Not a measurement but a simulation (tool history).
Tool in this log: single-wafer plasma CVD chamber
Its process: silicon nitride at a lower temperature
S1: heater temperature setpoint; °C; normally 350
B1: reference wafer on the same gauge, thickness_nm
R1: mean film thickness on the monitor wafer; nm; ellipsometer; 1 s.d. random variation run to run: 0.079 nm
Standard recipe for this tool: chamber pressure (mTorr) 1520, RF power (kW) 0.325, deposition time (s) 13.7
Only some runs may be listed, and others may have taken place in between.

run 1 hour=0 | S1=350 chamber_pressure_(mTorr)=1520 RF_power_(kW)=0.325 deposition_time_(s)=13.7 | B1=16.989 | R1=16.425
run 2 hour=27.7 | S1=350 chamber_pressure_(mTorr)=1520 RF_power_(kW)=0.325 deposition_time_(s)=13.7 | B1=17.014 | R1=16.237
run 3 hour=61.5 | S1=350 chamber_pressure_(mTorr)=1520 RF_power_(kW)=0.325 deposition_time_(s)=13.7 | B1=17.013 | R1=16.353
run 4 hour=91.2 | S1=350 chamber_pressure_(mTorr)=1520 RF_power_(kW)=0.325 deposition_time_(s)=13.7 | B1=17.016 | R1=16.342
run 5 hour=117.5 | S1=350 chamber_pressure_(mTorr)=1520 RF_power_(kW)=0.325 deposition_time_(s)=13.7 | B1=17.017 | R1=16.292
run 6 hour=139 | S1=350 chamber_pressure_(mTorr)=1520 RF_power_(kW)=0.325 deposition_time_(s)=13.7 | B1=16.981 | R1=16.307
run 7 hour=172.6 | S1=350 chamber_pressure_(mTorr)=1520 RF_power_(kW)=0.325 deposition_time_(s)=13.7 | B1=17.002 | R1=16.395
run 8 hour=186.1 | S1=350 chamber_pressure_(mTorr)=1520 RF_power_(kW)=0.325 deposition_time_(s)=13.7 | B1=16.98 | R1=16.253
-- hour=221.6 thermocouple changed; heater temperature recalibrated
run 9 hour=222.1 | S1=350 chamber_pressure_(mTorr)=1520 RF_power_(kW)=0.325 deposition_time_(s)=15.3 | B1=17.007 | R1=18.034
-- hour=230.3 RF generator calibrated
-- hour=241 showerhead replaced
run 10 hour=241.5 | S1=350 chamber_pressure_(mTorr)=1520 RF_power_(kW)=0.325 deposition_time_(s)=15.3 | B1=16.977 | R1=17.613
run 11 hour=257.5 | S1=350 chamber_pressure_(mTorr)=1520 RF_power_(kW)=0.325 deposition_time_(s)=15.3 | B1=17.005 | R1=17.42
run 12 hour=275.8 | S1=350 chamber_pressure_(mTorr)=1520 RF_power_(kW)=0.325 deposition_time_(s)=13.7 | B1=17.007 | R1=15.758
-- hour=290.8 capacitance manometer re-zeroed and calibrated
run 13 hour=299.6 | S1=350 chamber_pressure_(mTorr)=1520 RF_power_(kW)=0.325 deposition_time_(s)=13.7 | B1=16.998 | R1=15.6
run 14 hour=317.4 | S1=359 chamber_pressure_(mTorr)=1160 RF_power_(kW)=0.31 deposition_time_(s)=13.7 | B1=16.975 | R1=14.4
run 15 hour=337.9 | S1=350 chamber_pressure_(mTorr)=1520 RF_power_(kW)=0.325 deposition_time_(s)=13.7 | B1=17.01 | R1=15.535
run 16 hour=368 | S1=350 chamber_pressure_(mTorr)=1520 RF_power_(kW)=0.325 deposition_time_(s)=13.7 | B1=16.986 | R1=15.618
-- hour=379.4 RF generator calibrated, repeated, since the last time left the tool worse
run 17 hour=383.2 | S1=350 chamber_pressure_(mTorr)=1520 RF_power_(kW)=0.325 deposition_time_(s)=13.7 | B1=16.984 | R1=16.996
run 18 hour=396.5 | S1=359 chamber_pressure_(mTorr)=1520 RF_power_(kW)=0.285 deposition_time_(s)=15.6 | B1=17 | R1=17.446
run 19 hour=412.4 | S1=350 chamber_pressure_(mTorr)=1520 RF_power_(kW)=0.325 deposition_time_(s)=12.2 | B1=16.989 | R1=15.102
run 20 hour=430 | S1=350 chamber_pressure_(mTorr)=1520 RF_power_(kW)=0.325 deposition_time_(s)=13.7 | B1=17.023 | R1=16.993
run 21 hour=450 | S1=350 chamber_pressure_(mTorr)=1660 RF_power_(kW)=0.325 deposition_time_(s)=13.7 | B1=17.006 | R1=17.303
run 22 hour=470.7 | S1=343 chamber_pressure_(mTorr)=1370 RF_power_(kW)=0.37 deposition_time_(s)=16.1 | B1=17.003 | R1=21.528
run 23 hour=502.6 | S1=359 chamber_pressure_(mTorr)=1150 RF_power_(kW)=0.34 deposition_time_(s)=11 | B1=17.034 | R1=13.273
-- hour=510.5 gauge calibrated
run 24 hour=519.9 | S1=355 chamber_pressure_(mTorr)=1390 RF_power_(kW)=0.325 deposition_time_(s)=12 | B1=16.998 | R1=14.636
run 25 hour=542.1 | S1=356 chamber_pressure_(mTorr)=1520 RF_power_(kW)=0.325 deposition_time_(s)=14.9 | B1=17.022 | R1=18.31
run 26 hour=564.5 | S1=336 chamber_pressure_(mTorr)=1520 RF_power_(kW)=0.325 deposition_time_(s)=13.7 | B1=16.999 | R1=17.065
run 27 hour=670.8 | S1=361 chamber_pressure_(mTorr)=1520 RF_power_(kW)=0.325 deposition_time_(s)=13.7 | B1=17.012 | R1=16.819
run 28 hour=684.6 | S1=350 chamber_pressure_(mTorr)=1260 RF_power_(kW)=0.28 deposition_time_(s)=15.1 | B1=16.995 | R1=16.039
run 29 hour=716 | S1=358 chamber_pressure_(mTorr)=1520 RF_power_(kW)=0.375 deposition_time_(s)=12.2 | B1=17.015 | R1=16.51

3 options for the next run, each taken on its own from the tool as it stands now. Forecast them:
run A hour=716.4 | S1=350 chamber_pressure_(mTorr)=1520 RF_power_(kW)=0.325 deposition_time_(s)=13.7 | B1=? | R1=?
run B hour=716.4 | S1=365 chamber_pressure_(mTorr)=1330 RF_power_(kW)=0.275 deposition_time_(s)=12.1 | B1=? | R1=?
run C hour=716.4 | S1=350 chamber_pressure_(mTorr)=1820 RF_power_(kW)=0.325 deposition_time_(s)=15.4 | B1=? | R1=?

run=A B1=17.012 R1=16.71
run=B B1=17.012 R1=12.667
run=C B1=17.012 R1=19.41
Stripped of hidden state, with their random variation kept, the same runs would have yielded:
run=A R1=16.851
run=B R1=12.78
run=C R1=19.573
